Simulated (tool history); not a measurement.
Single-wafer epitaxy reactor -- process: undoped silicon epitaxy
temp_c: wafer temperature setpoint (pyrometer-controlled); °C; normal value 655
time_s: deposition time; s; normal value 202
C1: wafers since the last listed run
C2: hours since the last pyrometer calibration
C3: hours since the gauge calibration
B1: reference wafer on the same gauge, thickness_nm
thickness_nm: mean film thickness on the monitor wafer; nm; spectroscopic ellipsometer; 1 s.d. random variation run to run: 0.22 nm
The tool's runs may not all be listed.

run 1 hour=0 | temp_c=655 time_s=202 | C1=0 C2=398 C3=2318.3 | B1=45.266 | thickness_nm=40.627
run 2 hour=91.2 | temp_c=655 time_s=202 | C1=849 C2=489.2 C3=2409.5 | B1=45.317 | thickness_nm=40.416
run 3 hour=193.9 | temp_c=655 time_s=175 | C1=956 C2=591.9 C3=2512.2 | B1=45.299 | thickness_nm=35.329
run 4 hour=279.6 | temp_c=655 time_s=175 | C1=797 C2=677.6 C3=2597.9 | B1=45.301 | thickness_nm=34.813
run 5 hour=323.1 | temp_c=655 time_s=175 | C1=404 C2=721.1 C3=2641.4 | B1=45.283 | thickness_nm=35.199
run 6 hour=385.9 | temp_c=655 time_s=202 | C1=584 C2=783.9 C3=2704.2 | B1=45.316 | thickness_nm=40.501
run 7 hour=421.9 | temp_c=655 time_s=202 | C1=335 C2=819.9 C3=2740.2 | B1=45.305 | thickness_nm=40.455
run 8 hour=485 | temp_c=655 time_s=202 | C1=587 C2=883 C3=2803.3 | B1=45.319 | thickness_nm=40.269
run 9 hour=556.1 | temp_c=655 time_s=202 | C1=661 C2=954.1 C3=2874.4 | B1=45.259 | thickness_nm=40.485
run 10 hour=641.1 | temp_c=655 time_s=202 | C1=791 C2=1039.1 C3=2959.4 | B1=45.312 | thickness_nm=40.503
run 11 hour=688 | temp_c=648 time_s=202 | C1=436 C2=1086 C3=3006.3 | B1=45.244 | thickness_nm=35.355
run 12 hour=776.1 | temp_c=648 time_s=202 | C1=820 C2=1174.1 C3=3094.4 | B1=45.244 | thickness_nm=35.249
run 13 hour=860.6 | temp_c=648 time_s=202 | C1=786 C2=1258.6 C3=3178.9 | B1=45.276 | thickness_nm=35.366
run 14 hour=910.2 | temp_c=655 time_s=202 | C1=461 C2=1308.2 C3=3228.5 | B1=45.295 | thickness_nm=40.142
-- hour=987.1 gauge calibrated
run 15 hour=999.4 | temp_c=655 time_s=202 | C1=830 C2=1397.4 C3=12.3 | B1=45.289 | thickness_nm=40.315
run 16 hour=1056.3 | temp_c=655 time_s=202 | C1=529 C2=1454.3 C3=69.2 | B1=45.256 | thickness_nm=40.443
run 17 hour=1125.6 | temp_c=668 time_s=238 | C1=645 C2=1523.6 C3=138.5 | B1=45.313 | thickness_nm=60.641
run 18 hour=1174.1 | temp_c=646 time_s=202 | C1=451 C2=1572.1 C3=187 | B1=45.296 | thickness_nm=33.72
run 19 hour=1262.2 | temp_c=655 time_s=183 | C1=820 C2=1660.2 C3=275.1 | B1=45.282 | thickness_nm=36.596
run 20 hour=1511.7 | temp_c=643 time_s=162 | C1=2322 C2=1909.7 C3=524.6 | B1=45.257 | thickness_nm=25.496
run 21 hour=1610.8 | temp_c=655 time_s=202 | C1=922 C2=2008.8 C3=623.7 | B1=45.309 | thickness_nm=40.36
run 22 hour=1715.2 | temp_c=643 time_s=162 | C1=971 C2=2113.2 C3=728.1 | B1=45.345 | thickness_nm=26.128
run 23 hour=1804.5 | temp_c=655 time_s=202 | C1=831 C2=2202.5 C3=817.4 | B1=45.267 | thickness_nm=40.903
run 24 hour=1909.6 | temp_c=649 time_s=176 | C1=978 C2=2307.6 C3=922.5 | B1=45.306 | thickness_nm=31.675
-- hour=1937.3 pyrometer calibrated
run 25 hour=1961.1 | temp_c=667 time_s=234 | C1=404 C2=23.8 C3=974 | B1=45.34 | thickness_nm=59.164
run 26 hour=2033.3 | temp_c=668 time_s=226 | C1=672 C2=96 C3=1046.2 | B1=45.259 | thickness_nm=57.932
run 27 hour=2091.3 | temp_c=655 time_s=202 | C1=539 C2=154 C3=1104.2 | B1=45.31 | thickness_nm=40.521
run 28 hour=2152.7 | temp_c=646 time_s=169 | C1=571 C2=215.4 C3=1165.6 | B1=45.231 | thickness_nm=28.471
run 29 hour=2254.1 | temp_c=655 time_s=202 | C1=944 C2=316.8 C3=1267 | B1=45.323 | thickness_nm=40.748
run 30 hour=2323.6 | temp_c=655 time_s=202 | C1=647 C2=386.3 C3=1336.5 | B1=45.29 | thickness_nm=40.656
run 31 hour=2371.9 | temp_c=655 time_s=230 | C1=449 C2=434.6 C3=1384.8 | B1=45.347 | thickness_nm=46.246
run 32 hour=2449.8 | temp_c=650 time_s=239 | C1=725 C2=512.5 C3=1462.7 | B1=45.312 | thickness_nm=43.308
run 33 hour=2524.3 | temp_c=647 time_s=234 | C1=693 C2=587 C3=1537.2 | B1=45.305 | thickness_nm=40.594

Hidden state at the last listed run before each entry between runs and at the first one after, where it differs:
After run 14, before run 15: gauge calibrated (hour 987.1)
  both runs share identical hidden conditions
After run 24, before run 25: pyrometer calibrated (hour 1937.3)
  both runs share identical hidden conditions

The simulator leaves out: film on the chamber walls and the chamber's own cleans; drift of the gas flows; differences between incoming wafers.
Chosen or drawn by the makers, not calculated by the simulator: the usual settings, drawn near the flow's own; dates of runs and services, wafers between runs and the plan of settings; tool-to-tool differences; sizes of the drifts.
